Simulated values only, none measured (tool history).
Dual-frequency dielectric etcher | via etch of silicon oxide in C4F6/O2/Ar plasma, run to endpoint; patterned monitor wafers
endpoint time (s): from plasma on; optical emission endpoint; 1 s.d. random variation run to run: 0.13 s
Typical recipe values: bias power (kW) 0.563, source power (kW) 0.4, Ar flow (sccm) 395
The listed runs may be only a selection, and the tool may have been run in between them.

run	hour	bias power (kW)	source power (kW)	Ar flow (sccm)	incoming incoming film thickness, nm	endpoint time (s)
1	0	0.634	0.35	395	119	24
2	46.3	0.628	0.43	395	118.3	22.1
3	119.9	0.563	0.4	440	119.1	24.4
4	192.1	0.608	0.4	395	118.2	23.1
5	255.2	0.608	0.4	395	118.6	23
6	347.7	0.563	0.37	460	118.1	24.9
# hour 415.3: wet clean of the chamber
7	415.8	0.563	0.4	453	118	24.5
8	451.2	0.486	0.4	395	119	25.8
9	499	0.486	0.4	395	118.9	25.8
# hour 526: Ar flow controller replaced
# hour 550.7: bias power generator calibrated
10	578.8	0.609	0.4	350	118.1	22.5
11	645.6	0.625	0.32	492	118.4	25.3
12	728.9	0.563	0.4	453	117.4	23.9
13	811.2	0.5	0.4	444	117.2	25.5
# hour 907.8: upper electrode replaced
14	913.4	0.563	0.33	436	118.8	25.8
# hour 1007.8: source power generator calibrated
# hour 1031: wet clean of the chamber
15	1031.5	0.563	0.37	460	118.5	25.8
16	1095.5	0.563	0.44	322	118.1	22.3
17	1193	0.447	0.4	369	118.4	26.7
18	1289.1	0.563	0.4	395	118.3	23.8

Some steps in endpoint time (s) between neighbouring runs. How much of each would the tool show without its hidden state too (settings, what came in, random variation), and how much is left for the hidden state, with any gauge scatter that isn't in both results?
What the log doesn't record here: etch rate over this chamber's usual, %; bias power that arrives over what is set, %; source power that arrives over what is set, %; Ar flow that arrives over what is set, %.
Run 14 -> 15: source power (kW) 0.33 -> 0.37, Ar flow (sccm) 436 -> 460, source power generator calibrated, wet clean of the chamber. endpoint time (s) +0: hidden state +0.7, all else -0.7.
Run 16 -> 17: bias power (kW) 0.563 -> 0.447, source power (kW) 0.44 -> 0.4, Ar flow (sccm) 322 -> 369. endpoint time (s) +4.4: hidden state -0.1, all else +4.5.

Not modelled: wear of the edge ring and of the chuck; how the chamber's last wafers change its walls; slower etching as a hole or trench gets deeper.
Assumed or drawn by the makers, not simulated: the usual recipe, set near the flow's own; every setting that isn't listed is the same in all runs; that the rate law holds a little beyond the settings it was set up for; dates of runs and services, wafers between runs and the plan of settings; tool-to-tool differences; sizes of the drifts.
